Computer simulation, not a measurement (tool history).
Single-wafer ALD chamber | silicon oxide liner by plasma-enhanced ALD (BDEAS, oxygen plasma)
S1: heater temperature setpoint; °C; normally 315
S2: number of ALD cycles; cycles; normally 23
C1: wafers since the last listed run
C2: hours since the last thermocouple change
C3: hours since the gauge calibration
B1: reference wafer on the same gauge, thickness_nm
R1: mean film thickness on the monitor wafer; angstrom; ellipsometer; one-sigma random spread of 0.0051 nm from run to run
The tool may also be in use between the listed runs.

run 1 hour=0.0 | S1=325 S2=26 | C1=0 C2=713.3 C3=104.8 | B1=2.098 | R1=22.92
run 2 hour=71.8 | S1=325 S2=26 | C1=599 C2=785.1 C3=176.6 | B1=2.100 | R1=22.94
run 3 hour=179.5 | S1=315 S2=23 | C1=898 C2=892.8 C3=284.3 | B1=2.103 | R1=20.65
run 4 hour=271.3 | S1=315 S2=23 | C1=765 C2=984.6 C3=376.1 | B1=2.098 | R1=20.59
run 5 hour=337.0 | S1=315 S2=23 | C1=548 C2=1050.3 C3=441.8 | B1=2.098 | R1=20.70
run 6 hour=412.3 | S1=315 S2=24 | C1=628 C2=1125.6 C3=517.1 | B1=2.100 | R1=21.45
run 7 hour=516.8 | S1=315 S2=24 | C1=871 C2=1230.1 C3=621.6 | B1=2.101 | R1=21.49
run 8 hour=579.0 | S1=315 S2=23 | C1=518 C2=1292.3 C3=683.8 | B1=2.101 | R1=20.63
run 9 hour=659.7 | S1=315 S2=23 | C1=673 C2=1373.0 C3=764.5 | B1=2.101 | R1=20.72
run 10 hour=725.8 | S1=315 S2=21 | C1=551 C2=1439.1 C3=830.6 | B1=2.100 | R1=18.90
run 11 hour=829.8 | S1=315 S2=21 | C1=867 C2=1543.1 C3=934.6 | B1=2.100 | R1=18.93
run 12 hour=882.9 | S1=315 S2=23 | C1=443 C2=1596.2 C3=987.7 | B1=2.101 | R1=20.78
-- hour=892.0 thermocouple changed; heater temperature recalibrated
run 13 hour=920.3 | S1=326 S2=20 | C1=245 C2=28.3 C3=1025.1 | B1=2.100 | R1=17.41
run 14 hour=982.6 | S1=305 S2=23 | C1=519 C2=90.6 C3=1087.4 | B1=2.102 | R1=20.84
run 15 hour=1066.4 | S1=307 S2=20 | C1=699 C2=174.4 C3=1171.2 | B1=2.099 | R1=18.11
-- hour=1127.9 gauge calibrated
run 16 hour=1154.6 | S1=315 S2=21 | C1=735 C2=262.6 C3=26.7 | B1=2.099 | R1=18.88
run 17 hour=1208.8 | S1=315 S2=27 | C1=452 C2=316.8 C3=80.9 | B1=2.100 | R1=24.12
run 18 hour=1309.3 | S1=301 S2=20 | C1=838 C2=417.3 C3=181.4 | B1=2.100 | R1=18.48
run 19 hour=1413.0 | S1=301 S2=20 | C1=865 C2=521.0 C3=285.1 | B1=2.099 | R1=18.51
run 20 hour=1451.5 | S1=315 S2=20 | C1=321 C2=559.5 C3=323.6 | B1=2.099 | R1=17.93
run 21 hour=1531.1 | S1=322 S2=19 | C1=664 C2=639.1 C3=403.2 | B1=2.100 | R1=16.87
run 22 hour=1654.2 | S1=302 S2=27 | C1=1027 C2=762.2 C3=526.3 | B1=2.099 | R1=25.00

Below are 3 alternative next runs, each starting from the tool's condition after run 22. Predict each:
run A hour=1654.6 | S1=315 S2=23 | C1=3 C2=762.6 C3=526.7 | B1=? | R1=?
run B hour=1654.6 | S1=310 S2=25 | C1=3 C2=762.6 C3=526.7 | B1=? | R1=?
run C hour=1654.6 | S1=315 S2=19 | C1=3 C2=762.6 C3=526.7 | B1=? | R1=?

run=A B1=2.098 R1=20.62
run=B B1=2.098 R1=22.59
run=C B1=2.098 R1=17.03
With no hidden state in the tool, these same runs would have given:
run=A R1=20.49
run=B R1=22.46
run=C R1=16.93

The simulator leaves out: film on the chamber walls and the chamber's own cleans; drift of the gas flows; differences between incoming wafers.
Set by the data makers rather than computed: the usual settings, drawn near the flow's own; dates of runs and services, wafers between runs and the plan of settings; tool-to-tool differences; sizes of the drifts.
